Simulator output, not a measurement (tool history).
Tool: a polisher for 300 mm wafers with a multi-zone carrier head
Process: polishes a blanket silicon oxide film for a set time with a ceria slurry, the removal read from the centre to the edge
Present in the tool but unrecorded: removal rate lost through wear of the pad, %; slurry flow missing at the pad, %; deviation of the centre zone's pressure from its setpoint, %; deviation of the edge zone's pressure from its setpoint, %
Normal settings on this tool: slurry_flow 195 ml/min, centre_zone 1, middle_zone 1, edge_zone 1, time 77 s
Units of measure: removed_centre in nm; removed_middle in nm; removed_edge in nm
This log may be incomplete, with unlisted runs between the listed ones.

run   hour  slurry_flow  centre_zone  middle_zone  edge_zone  time  wafers since the last listed run  wafers polished on this pad  hours since the slurry nozzle was cleaned  hours since the centre zone pressure was calibrated  hours since the edge zone pressure was calibrated  hours since the carrier head's membrane was replaced  incoming thickness of the incoming film, nm  removed_centre  removed_middle  removed_edge
  1      0          195         1.07            1          1    77                                 0                          851                                      431.4                                                462.4                                              939.2                                                1366.3                                       1293.3           408.8           397.8         398.2
      25.4  -- worn pad replaced by a new one
  2     28          195            1            1          1    77                               359                           39                                      459.4                                                490.4                                              967.2                                                1394.3                                       1334.1           379.1           382.5         394.2
  3   60.8          195            1            1          1    77                               491                          530                                      492.2                                                523.2                                               1000                                                1427.1                                       1319.6           382.6           396.9         392.7
  4   74.1          195            1            1          1    77                               199                          729                                      505.5                                                536.5                                             1013.3                                                1440.4                                       1315.7           376.6           393.9         392.3
  5   89.5          195            1            1          1    77                               230                          960                                      520.9                                                551.9                                             1028.7                                                1455.8                                       1318.7           383.7           390.4         385.8
  6    102          195            1            1          1    77                               187                         1147                                      533.4                                                564.4                                             1041.2                                                1468.3                                       1331.5           377.4           395.3         389.5
     110.7  -- worn pad replaced by a new one
  7  132.2          195            1            1          1    77                               392                          322                                      563.6                                                594.6                                             1071.4                                                1498.5                                       1322.3           379.4           390.7         391.6
  8  156.2          195            1            1          1    77                               359                          681                                      587.6                                                618.6                                             1095.4                                                1522.5                                         1308           373.2           384.4         385.3
  9  189.3          195            1            1          1    77                               495                         1177                                      620.7                                                651.7                                             1128.5                                                1555.6                                         1320           377.6           383.3         389.4
     208.2  -- worn pad replaced by a new one
 10  210.6          195            1            1          1    77                               259                           36                                        642                                                  673                                             1149.8                                                1576.9                                       1312.1           368.1           383.6         388.5
 11  224.5          195         0.93         1.04          1    77                               208                          244                                      655.9                                                686.9                                             1163.7                                                1590.8                                       1293.9           342.9           393.5         375.4
     234.8  -- carrier head's membrane replaced by a new one
 12    256          155            1            1          1    77                               396                          641                                      687.4                                                718.4                                             1195.2                                                  21.2                                       1330.9           344.5           362.9         376.6
 13  284.7          265         1.09            1       0.91    60                               429                         1071                                      716.1                                                747.1                                             1223.9                                                  49.9                                       1307.8           325.1             320         298.6
       300  -- centre zone pressure recalibrated
     302.7  -- worn pad replaced by a new one
 14  309.5          245            1         0.89          1    77                               301                          102                                      740.9                                                  9.5                                             1248.7                                                  74.7                                       1337.7           377.8           364.7           390
 15  332.4          175         1.06            1          1    60                               342                          445                                      763.8                                                 32.4                                             1271.6                                                  97.6                                       1338.7           285.4           278.9         283.3
     338.5  -- edge zone pressure recalibrated
 16  349.3          240            1          1.1          1    52                               223                          668                                      780.7                                                 49.3                                               10.8                                                 114.5                                       1301.2             250           270.6         261.4
     357.3  -- slurry nozzle cleaned
 17    364          130            1         1.06          1    77                               205                          873                                        6.7                                                   64                                               25.5                                                 129.2                                       1317.2           364.2           387.1         377.3
 18  381.9          155         0.97            1       0.89    77                               268                         1141                                       24.6                                                 81.9                                               43.4                                                 147.1                                       1335.3           359.7           384.1           376
     389.4  -- worn pad replaced by a new one
 19  415.5          195            1            1          1    77                               443                          391                                       58.2                                                115.5                                                 77                                                 180.7                                       1326.8           395.7           403.4         393.2
 20  474.1          195            1            1          1    77                               877                         1269                                      116.8                                                174.1                                              135.6                                                 239.3                                       1319.3           385.1             392         397.3

The logged runs with the hidden state left out (each run's random variation unchanged):
run  removed_centre  removed_middle  removed_edge
  1             420           407.5         405.3
  2           390.8           393.1         402.1
  3           396.2           409.5         401.8
  4           390.8           407.1         401.9
  5           399.2           404.4         395.9
  6           393.4           410.2         400.2
  7           397.7           407.5         403.8
  8           393.1           402.7         398.5
  9           400.7           404.1         404.7
 10           392.7           406.4         405.1
 11           367.1           418.2         392.4
 12           379.8           395.5           400
 13           346.4           338.8         311.6
 14           407.6           390.4         410.1
 15           320.8           309.3         304.8
 16           273.8           293.5         277.4
 17           365.3           388.1         378.1
 18           360.7             385         376.6
 19           396.7           404.3         393.8
 20           386.5           393.2         398.2

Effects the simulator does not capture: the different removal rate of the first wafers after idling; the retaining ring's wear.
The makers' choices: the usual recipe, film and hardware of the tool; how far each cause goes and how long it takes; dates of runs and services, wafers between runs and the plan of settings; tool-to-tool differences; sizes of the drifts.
